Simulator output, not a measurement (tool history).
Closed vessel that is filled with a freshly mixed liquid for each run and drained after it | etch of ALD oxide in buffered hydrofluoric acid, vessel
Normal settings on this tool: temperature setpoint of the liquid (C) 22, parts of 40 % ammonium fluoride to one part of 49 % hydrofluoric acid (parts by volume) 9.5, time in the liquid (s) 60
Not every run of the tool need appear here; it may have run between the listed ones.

run    hour  temperature setpoint of the liquid (C)  parts of 40 % ammonium fluoride to one part of 49 % hydrofluoric acid (parts by volume)  time in the liquid (s)  wafers since the last listed run  hours since the thermometer was replaced  hours since the hydrofluoric acid flow meter was replaced  hours since the gauge calibration  read-back film thickness of the ALD oxide reference wafer, read on the same gauge (nm)  thickness taken off the ALD oxide on a monitor wafer (nm)
  1       0                                      22                                                                                      9.5                      60                                 0                                      45.7                                                     1438.3                              858.5                                                                                   60.02                                                     105.23
  2    44.6                                      22                                                                                      9.5                      60                              4585                                      90.3                                                     1482.9                              903.1                                                                                   59.99                                                      107.4
  3   117.9                                      22                                                                                      9.5                      60                              7536                                     163.6                                                     1556.2                              976.4                                                                                   60.03                                                     105.86
  4   221.3                                      22                                                                                      9.5                      60                             10631                                       267                                                     1659.6                             1079.8                                                                                      60                                                     106.29
  5   270.1                                      22                                                                                      9.5                      60                              5017                                     315.8                                                     1708.4                             1128.6                                                                                      60                                                     106.05
  6   311.4                                      22                                                                                      9.5                      60                              4246                                     357.1                                                     1749.7                             1169.9                                                                                   59.98                                                     104.83
  7   410.7                                      22                                                                                      9.5                      60                             10209                                     456.4                                                       1849                             1269.2                                                                                   60.01                                                     105.37
      495.2  -- hydrofluoric acid flow meter replaced
  8   504.6                                      22                                                                                      9.5                      60                              9551                                     550.3                                                        9.4                             1363.1                                                                                   60.02                                                      97.21
  9   589.6                                      22                                                                                      9.5                      60                              8739                                     635.3                                                       94.4                             1448.1                                                                                   60.01                                                      95.54
 10   662.3                                      22                                                                                      9.5                      60                              7474                                       708                                                      167.1                             1520.8                                                                                      60                                                       95.5
 11   698.7                                      22                                                                                      9.5                      60                              3742                                     744.4                                                      203.5                             1557.2                                                                                      60                                                      93.46
      701.4  -- thermometer replaced
 12   765.2                                      22                                                                                      9.5                      50                              6734                                      63.8                                                        270                             1623.7                                                                                   59.99                                                      84.61
 13   861.7                                      22                                                                                      9.5                      60                              9922                                     160.3                                                      366.5                             1720.2                                                                                   59.99                                                     102.03
      933.3  -- gauge calibrated
 14   966.5                                    18.5                                                                                      5.5                      85                             10775                                     265.1                                                      471.3                               33.2                                                                                      60                                                     195.48
 15  1022.4                                      22                                                                                      9.5                      60                              5747                                       321                                                      527.2                               89.1                                                                                   59.99                                                      99.94
 16  1078.3                                    24.5                                                                                     11.5                      40                              5747                                     376.9                                                      583.1                                145                                                                                   59.97                                                      66.05
 17  1144.1                                      22                                                                                      9.5                      60                              6765                                     442.7                                                      648.9                              210.8                                                                                   60.01                                                     100.32
 18  1241.7                                    19.5                                                                                      9.5                      60                             10035                                     540.3                                                      746.5                              308.4                                                                                      60                                                      83.95
 19  1279.8                                      22                                                                                      9.5                      60                              3917                                     578.4                                                      784.6                              346.5                                                                                   60.02                                                      98.12
 20  1336.5                                      22                                                                                      5.5                      75                              5829                                     635.1                                                      841.3                              403.2                                                                                   59.99                                                     204.09
 21  1429.4                                    20.5                                                                                        7                      60                              9551                                       728                                                      934.2                              496.1                                                                                   59.98                                                     121.93
 22  1472.7                                      22                                                                                      9.5                      60                              4452                                     771.3                                                      977.5                              539.4                                                                                      60                                                      96.72
     1517.6  -- thermometer replaced
 23  1569.6                                      22                                                                                        8                      60                              9860                                        52                                                     1074.4                              636.3                                                                                   60.03                                                     125.35
 24  1639.1                                      18                                                                                      7.5                      35                              7145                                     121.5                                                     1143.9                              705.8                                                                                      60                                                       63.1
 25  1705.3                                      22                                                                                      9.5                      60                              6806                                     187.7                                                     1210.1                                772                                                                                   60.01                                                     102.76
 26  1773.2                                    17.5                                                                                      7.5                      60                              6981                                     255.6                                                       1278                              839.9                                                                                   60.01                                                      104.1
 27  1835.9                                      22                                                                                       12                      60                              6446                                     318.3                                                     1340.7                              902.6                                                                                   59.99                                                      84.17
 28  1884.2                                      22                                                                                      9.5                      60                              4966                                     366.6                                                       1389                              950.9                                                                                   60.01                                                     104.51
 29  1972.4                                    20.5                                                                                      9.5                      60                              9068                                     454.8                                                     1477.2                             1039.1                                                                                   60.01                                                      93.18
 30  2008.9                                      22                                                                                      9.5                      80                              3752                                     491.3                                                     1513.7                             1075.6                                                                                   59.99                                                     138.05
 31  2065.9                                      22                                                                                      9.5                      60                              5860                                     548.3                                                     1570.7                             1132.6                                                                                      60                                                      103.5
 32  2143.2                                      22                                                                                     11.5                      60                              7947                                     625.6                                                       1648                             1209.9                                                                                   59.99                                                      87.79
 33  2241.2                                      22                                                                                      9.5                      60                             10076                                     723.6                                                       1746                             1307.9                                                                                      60                                                     101.86
     2292.3  -- thermometer replaced
 34  2315.5                                      22                                                                                     11.5                      80                              7536                                      23.2                                                     1820.3                             1382.2                                                                                   59.99                                                     124.86
 35  2419.2                                      22                                                                                      9.5                      60                             10662                                     126.9                                                       1924                             1485.9                                                                                   60.02                                                      109.9

What was the tool's hidden state at every run in the log?
gauge reads high (%): 0 at every run
H1: liquid colder than its thermometer reads (K)
H2: hydrofluoric acid flow above the setpoint (%)
run     H1    H2
  1  0.124  9.07
  2  0.198  9.32
  3  0.318  9.73
  4  0.489  10.3
  5  0.569  10.6
  6  0.637  10.8
  7  0.801  11.4
  8  0.955  1.33
  9    1.1   1.8
 10   1.21  2.21
 11   1.27  2.41
 12  0.252  2.79
 13  0.411  3.33
 14  0.583  3.92
 15  0.675  4.23
 16  0.767  4.54
 17  0.876  4.91
 18   1.04  5.46
 19    1.1  5.67
 20   1.19  5.99
 21   1.35  6.51
 22   1.42  6.76
 23  0.168   7.3
 24  0.282  7.69
 25  0.391  8.06
 26  0.503  8.44
 27  0.606  8.79
 28  0.686  9.06
 29  0.831  9.56
 30  0.891  9.76
 31  0.985  10.1
 32   1.11  10.5
 33   1.27  11.1
 34  0.115  11.5
 35  0.285  12.1
